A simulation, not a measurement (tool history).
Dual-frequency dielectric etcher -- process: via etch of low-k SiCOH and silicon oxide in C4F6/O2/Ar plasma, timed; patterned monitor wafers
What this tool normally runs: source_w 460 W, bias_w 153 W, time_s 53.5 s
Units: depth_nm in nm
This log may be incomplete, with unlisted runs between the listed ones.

run	hour	source_w	bias_w	time_s	wafers since the last listed run	hours since the last wet clean	hours since the last source power generator calibration	hours since the last bias power generator calibration	hours since the last upper electrode change	hours since the gauge calibration	read-back reference wafer on the same gauge, depth_nm	depth_nm
1	0	460	153	53.5	0	410	2602.5	4419.4	4479.2	156.3	143	137.9
2	15.7	460	153	53.5	180	425.7	2618.2	4435.1	4494.9	172	143.1	140.1
3	28.1	460	153	53.5	142	438.1	2630.6	4447.5	4507.3	184.4	142.9	138.7
4	40.8	540	153	53.5	146	450.8	2643.3	4460.2	4520	197.1	143.1	153.3
5	51.5	540	153	53.5	123	461.5	2654	4470.9	4530.7	207.8	143.1	152.6
6	63.5	540	153	53.5	138	473.5	2666	4482.9	4542.7	219.8	143	152.9
7	74	460	153	53.5	120	484	2676.5	4493.4	4553.2	230.3	142.9	139.2
8	84.5	460	153	53.5	120	494.5	2687	4503.9	4563.7	240.8	143	138.6
9	94.1	460	153	53.5	110	504.1	2696.6	4513.5	4573.3	250.4	143.2	139.6
# hour 112.3: gauge calibrated
# hour 157.2: upper electrode replaced
# hour 177.6: wet clean of the chamber
10	178.1	460	134	48.5	455	0.5	2780.6	4597.5	20.9	65.8	143	121.7
11	178.4	490	127	42	3	0.8	2780.9	4597.8	21.2	66.1	142.7	107.3
12	178.8	530	186	47	4	1.2	2781.3	4598.2	21.6	66.5	142.9	143.6
13	179.1	460	115	53.5	3	1.5	2781.6	4598.5	21.9	66.8	143.1	126.7
14	187	530	185	47.5	90	9.4	2789.5	4606.4	29.8	74.7	143	143.6
# hour 195.7: source power generator calibrated
# hour 207: bias power generator calibrated
15	207.5	540	153	65.5	143	29.9	11.8	0.5	50.3	95.2	143.1	187.3
16	217.9	560	153	53.5	119	40.3	22.2	10.9	60.7	105.6	143.2	157.5
17	232.3	460	153	53.5	165	54.7	36.6	25.3	75.1	120	142.9	139.5
18	248.2	490	127	42	183	70.6	52.5	41.2	91	135.9	143.1	107
19	261.5	380	166	64.5	153	83.9	65.8	54.5	104.3	149.2	143	152.1
20	278.1	390	153	53.5	191	100.5	82.4	71.1	120.9	165.8	142.9	125.1

Below are 3 alternative next runs, each starting from the tool's condition after run 20. Predict each:
A	278.5	460	153	53.5	4	100.9	82.8	71.5	121.3	166.2	?	?
B	278.5	460	188	53.5	4	100.9	82.8	71.5	121.3	166.2	?	?
C	278.5	530	170	45.5	4	100.9	82.8	71.5	121.3	166.2	?	?

run	read-back reference wafer on the same gauge, depth_nm	depth_nm
A	143	140.5
B	143	150.7
C	143	134.9
Stripped of hidden state, with their random variation kept, the same runs would have yielded:
run	depth_nm
A	140.5
B	150.7
C	134.9
